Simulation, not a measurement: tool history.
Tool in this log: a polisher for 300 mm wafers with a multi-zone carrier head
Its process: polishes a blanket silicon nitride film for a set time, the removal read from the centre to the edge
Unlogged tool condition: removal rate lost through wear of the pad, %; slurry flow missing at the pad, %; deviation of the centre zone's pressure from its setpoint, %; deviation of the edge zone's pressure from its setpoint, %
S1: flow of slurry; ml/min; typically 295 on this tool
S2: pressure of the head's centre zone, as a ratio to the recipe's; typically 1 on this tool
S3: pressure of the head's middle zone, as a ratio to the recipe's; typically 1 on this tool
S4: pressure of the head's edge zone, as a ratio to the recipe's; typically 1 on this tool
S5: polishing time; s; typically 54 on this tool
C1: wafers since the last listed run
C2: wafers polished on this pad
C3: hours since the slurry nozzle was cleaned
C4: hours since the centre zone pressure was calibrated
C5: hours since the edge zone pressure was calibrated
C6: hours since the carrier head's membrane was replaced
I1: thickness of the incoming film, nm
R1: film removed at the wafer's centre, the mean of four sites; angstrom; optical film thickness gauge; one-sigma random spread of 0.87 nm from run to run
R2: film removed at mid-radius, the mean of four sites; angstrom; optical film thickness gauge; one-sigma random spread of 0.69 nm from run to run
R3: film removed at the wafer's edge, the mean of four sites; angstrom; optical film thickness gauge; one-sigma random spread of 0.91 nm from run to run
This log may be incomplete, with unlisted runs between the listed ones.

Run 1, hour 0: usual settings but S1 385 ml/min, S3 0.89, S4 0.95, S5 39 s; C1 0; C2 1346; C3 900.4; C4 311.2; C5 128.7; C6 798.2; I1 829.8. Result: R1 497 angstrom, R2 442 angstrom, R3 472 angstrom.
At hour 7.5: slurry nozzle cleaned.
Run 2, hour 172.8: usual settings but S1 390 ml/min, S4 0.91; C1 1329; C2 2675; C3 165.3; C4 484; C5 301.5; C6 971; I1 822.5. Result: R1 648 angstrom, R2 676 angstrom, R3 617 angstrom.
Run 3, hour 202.4: usual settings; C1 228; C2 2904; C3 194.9; C4 513.6; C5 331.1; C6 1000.6; I1 825.9. Result: R1 633 angstrom, R2 647 angstrom, R3 634 angstrom.
Run 4, hour 231.8: usual settings but S4 1.1, S5 72 s; C1 227; C2 3132; C3 224.3; C4 543; C5 360.5; C6 1030; I1 817.9. Result: R1 869 angstrom, R2 863 angstrom, R3 907 angstrom.
At hour 286.1: worn pad replaced by a new one.
Run 5, hour 291.1: usual settings but S1 365 ml/min; C1 427; C2 38; C3 283.6; C4 602.3; C5 419.8; C6 1089.3; I1 815. Result: R1 714 angstrom, R2 714 angstrom, R3 699 angstrom.
At hour 298.4: edge zone pressure recalibrated.
At hour 304.6: centre zone pressure recalibrated.
Run 6, hour 317.9: usual settings but S4 1.1; C1 176; C2 215; C3 310.4; C4 13.3; C5 19.5; C6 1116.1; I1 818.3. Result: R1 684 angstrom, R2 688 angstrom, R3 713 angstrom.
Run 7, hour 361.5: usual settings but S4 1.11; C1 337; C2 552; C3 354; C4 56.9; C5 63.1; C6 1159.7; I1 822.6. Result: R1 673 angstrom, R2 676 angstrom, R3 703 angstrom.
At hour 419.2: carrier head's membrane replaced by a new one.
Run 8, hour 432.4: usual settings but S1 385 ml/min, S4 1.04; C1 509; C2 1062; C3 424.9; C4 127.8; C5 134; C6 13.2; I1 811.1. Result: R1 696 angstrom, R2 690 angstrom, R3 678 angstrom.
Run 9, hour 489.5: usual settings but S1 385 ml/min, S4 1.07; C1 441; C2 1504; C3 482; C4 184.9; C5 191.1; C6 70.3; I1 819.5. Result: R1 670 angstrom, R2 675 angstrom, R3 679 angstrom.
Run 10, hour 548.3: usual settings but S1 330 ml/min; C1 454; C2 1959; C3 540.8; C4 243.7; C5 249.9; C6 129.1; I1 813.9. Result: R1 657 angstrom, R2 666 angstrom, R3 665 angstrom.
Run 11, hour 697.9: usual settings but S1 245 ml/min, S3 0.91; C1 1157; C2 3116; C3 690.4; C4 393.3; C5 399.5; C6 278.7; I1 819.9. Result: R1 613 angstrom, R2 588 angstrom, R3 618 angstrom.
Run 12, hour 757.1: usual settings; C1 457; C2 3574; C3 749.6; C4 452.5; C5 458.7; C6 337.9; I1 818.6. Result: R1 639 angstrom, R2 656 angstrom, R3 647 angstrom.
Run 13, hour 785.4: usual settings but S1 230 ml/min, S4 0.96; C1 218; C2 3793; C3 777.9; C4 480.8; C5 487; C6 366.2; I1 820.3. Result: R1 606 angstrom, R2 609 angstrom, R3 598 angstrom.
At hour 801.8: worn pad replaced by a new one.
Run 14, hour 816.3: usual settings but S4 1.1, S5 61 s; C1 208; C2 111; C3 808.8; C4 511.7; C5 517.9; C6 397.1; I1 812.7. Result: R1 758 angstrom, R2 773 angstrom, R3 794 angstrom.
At hour 828.5: edge zone pressure recalibrated.
At hour 860.3: slurry nozzle cleaned.
Run 15, hour 860.8: usual settings; C1 321; C2 432; C3 0.5; C4 556.2; C5 32.3; C6 441.6; I1 834.2. Result: R1 665 angstrom, R2 676 angstrom, R3 671 angstrom.
Run 16, hour 916.7: usual settings but S3 1.04; C1 432; C2 865; C3 56.4; C4 612.1; C5 88.2; C6 497.5; I1 833.4. Result: R1 674 angstrom, R2 684 angstrom, R3 666 angstrom.
At hour 939.3: centre zone pressure recalibrated.
Run 17, hour 1097.2: usual settings but S1 235 ml/min, S2 1.03, S3 0.93, S5 68 s; C1 1380; C2 2246; C3 236.9; C4 157.9; C5 268.7; C6 678; I1 820.5. Result: R1 795 angstrom, R2 737 angstrom, R3 778 angstrom.
Run 18, hour 1124.1: usual settings but S1 395 ml/min; C1 208; C2 2454; C3 263.8; C4 184.8; C5 295.6; C6 704.9; I1 814.6. Result: R1 665 angstrom, R2 669 angstrom, R3 649 angstrom.
Run 19, hour 1150.9: usual settings but S3 0.97; C1 207; C2 2661; C3 290.6; C4 211.6; C5 322.4; C6 731.7; I1 812.9. Result: R1 628 angstrom, R2 629 angstrom, R3 639 angstrom.
Run 20, hour 1201.1: usual settings; C1 388; C2 3049; C3 340.8; C4 261.8; C5 372.6; C6 781.9; I1 820.1. Result: R1 637 angstrom, R2 639 angstrom, R3 638 angstrom.
Run 21, hour 1230.2: usual settings but S3 0.97; C1 225; C2 3275; C3 369.9; C4 290.9; C5 401.7; C6 811; I1 836.4. Result: R1 649 angstrom, R2 622 angstrom, R3 631 angstrom.
At hour 1265.4: worn pad replaced by a new one.
At hour 1294.2: edge zone pressure recalibrated.
Run 22, hour 1294.7: usual settings but S1 260 ml/min, S3 1.11, S4 1.04; C1 452; C2 211; C3 434.4; C4 355.4; C5 0.5; C6 875.5; I1 834.6. Result: R1 682 angstrom, R2 727 angstrom, R3 694 angstrom.

Describe how what the log doesn't record of the tool's condition differs between the last listed run preceding each entry between runs and the first listed run following it.
In the gap between runs 1 and 2: slurry nozzle cleaned (hour 7.5)
  removal rate lost through wear of the pad, %: 5.59 -> 7.34
  difference, measured minus the result without the unlogged condition, R1: -30 -> -51 angstrom; R2: -26 -> -54 angstrom; R3: -28 -> -49 angstrom
In the gap between runs 4 and 5: worn pad replaced by a new one (hour 286.1)
  removal rate lost through wear of the pad, %: 7.62 -> 0.652
  difference, measured minus the result without the unlogged condition, R1: -72 -> -4 angstrom; R2: -71 -> -5 angstrom; R3: -75 -> -5 angstrom
In the gap between runs 5 and 6: edge zone pressure recalibrated (hour 298.4); centre zone pressure recalibrated (hour 304.6)
  removal rate lost through wear of the pad, %: 0.652 -> 1.86
  difference, measured minus the result without the unlogged condition, R1: -4 -> -13 angstrom; R2: -5 -> -13 angstrom; R3: -5 -> -13 angstrom
In the gap between runs 7 and 8: carrier head's membrane replaced by a new one (hour 419.2)
  removal rate lost through wear of the pad, %: 3.43 -> 5.22
  difference, measured minus the result without the unlogged condition, R1: -24 -> -39 angstrom; R2: -24 -> -38 angstrom; R3: -25 -> -37 angstrom
In the gap between runs 13 and 14: worn pad replaced by a new one (hour 801.8)
  removal rate lost through wear of the pad, %: 8.05 -> 2.03
  difference, measured minus the result without the unlogged condition, R1: -53 -> -16 angstrom; R2: -53 -> -16 angstrom; R3: -53 -> -16 angstrom
In the gap between runs 14 and 15: edge zone pressure recalibrated (hour 828.5); slurry nozzle cleaned (hour 860.3)
  removal rate lost through wear of the pad, %: 2.03 -> 3.82
  difference, measured minus the result without the unlogged condition, R1: -16 -> -26 angstrom; R2: -16 -> -27 angstrom; R3: -16 -> -27 angstrom
In the gap between runs 16 and 17: centre zone pressure recalibrated (hour 939.3)
  removal rate lost through wear of the pad, %: 5.46 -> 8.09
  difference, measured minus the result without the unlogged condition, R1: -39 -> -70 angstrom; R2: -39 -> -65 angstrom; R3: -38 -> -68 angstrom
In the gap between runs 21 and 22: worn pad replaced by a new one (hour 1265.4); edge zone pressure recalibrated (hour 1294.2)
  removal rate lost through wear of the pad, %: 8.79 -> 1.63
  difference, measured minus the result without the unlogged condition, R1: -63 -> -11 angstrom; R2: -60 -> -12 angstrom; R3: -61 -> -12 angstrom

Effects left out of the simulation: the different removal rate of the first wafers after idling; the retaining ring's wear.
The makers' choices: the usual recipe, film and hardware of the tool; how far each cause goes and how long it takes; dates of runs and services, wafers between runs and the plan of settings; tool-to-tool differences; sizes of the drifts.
